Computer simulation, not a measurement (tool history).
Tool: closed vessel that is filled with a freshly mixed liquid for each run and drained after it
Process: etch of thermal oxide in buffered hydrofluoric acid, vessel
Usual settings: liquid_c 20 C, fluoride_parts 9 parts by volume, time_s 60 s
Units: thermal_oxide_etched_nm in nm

run    hour  liquid_c  fluoride_parts  time_s  read-back film thickness of the thermal oxide reference wafer, read on the same gauge (nm)  thermal_oxide_etched_nm
  1       0        20               9      60                                                                                       70.03                    64.76
  2    52.1        18               9      60                                                                                       70.01                    57.54
      109.9  -- gauge calibrated
  3   111.6        20               9      60                                                                                       69.98                    64.13
  4   170.9        20               9      60                                                                                       70.02                    64.06
  5   228.3        20               9      60                                                                                       69.97                    63.79
  6   260.4        20               9      60                                                                                       70.02                    63.83
  7   300.4        22               9      35                                                                                       70.03                    41.28
        370  -- thermometer replaced
  8   403.6        22               9      35                                                                                       69.98                    42.97
  9   454.5        20               8      60                                                                                       69.98                    71.28
      494.5  -- hydrofluoric acid flow meter replaced
 10   521.4        20               9      85                                                                                       70.03                    97.85
 11   564.7        20               9      45                                                                                       70.01                    51.54
 12   594.6        20               9      60                                                                                       69.96                    68.45
 13   625.3      23.5               9      50                                                                                       69.97                    69.66
 14   660.6        20               9      60                                                                                       69.98                    68.45
 15   698.2        25               9      60                                                                                       69.97                    90.27
 16   745.1      22.5             7.5      90                                                                                       70.04                   142.81
 17     785        20               9      60                                                                                       69.99                    68.29
 18   857.6        17              11      30                                                                                       69.97                    24.33
 19   889.6        20               6      90                                                                                       69.99                   151.88
 20   922.9      21.5               9      60                                                                                       70.03                    73.94
 21     968        17              10      90                                                                                       69.98                    79.75
 22  1027.8        20               9      60                                                                                       69.97                    67.79
 23  1067.4        20             6.5      85                                                                                       69.97                   132.66
 24  1097.7        23               9      40                                                                                       69.97                    53.22
 25  1157.2      18.5               9      60                                                                                       69.98                    62.05
 26  1213.9        17               9      30                                                                                       70.03                    28.46
 27  1265.4        20            10.5      75                                                                                       70.04                    74.09
 28  1323.7        20               9      60                                                                                       70.02                    67.14
 29  1361.5      18.5               9      40                                                                                       70.02                    40.99
 30  1404.2      23.5               8      90                                                                                       69.99                   137.18
 31  1468.9        20               9      60                                                                                          70                    66.75
 32  1495.6        18               6      60                                                                                       70.02                    88.39

The same runs without the tool's hidden state, with the same run-to-run variation:
The hidden state here: liquid colder than its thermometer reads (K); hydrofluoric acid flow below the setpoint (%); gauge reads high (%).
run  thermal_oxide_etched_nm
  1                     69.5
  2                    61.92
  3                    69.12
  4                     69.2
  5                    69.04
  6                    69.17
  7                    44.78
  8                     45.5
  9                    78.83
 10                    98.19
 11                    51.82
 12                    68.86
 13                    70.16
 14                    69.04
 15                    91.14
 16                   144.97
 17                    69.16
 18                    24.81
 19                   154.88
 20                    75.25
 21                    81.74
 22                    69.26
 23                   136.34
 24                     54.5
 25                    63.68
 26                    29.28
 27                    76.99
 28                    69.33
 29                    42.39
 30                   143.91
 31                    69.25
 32                    92.54

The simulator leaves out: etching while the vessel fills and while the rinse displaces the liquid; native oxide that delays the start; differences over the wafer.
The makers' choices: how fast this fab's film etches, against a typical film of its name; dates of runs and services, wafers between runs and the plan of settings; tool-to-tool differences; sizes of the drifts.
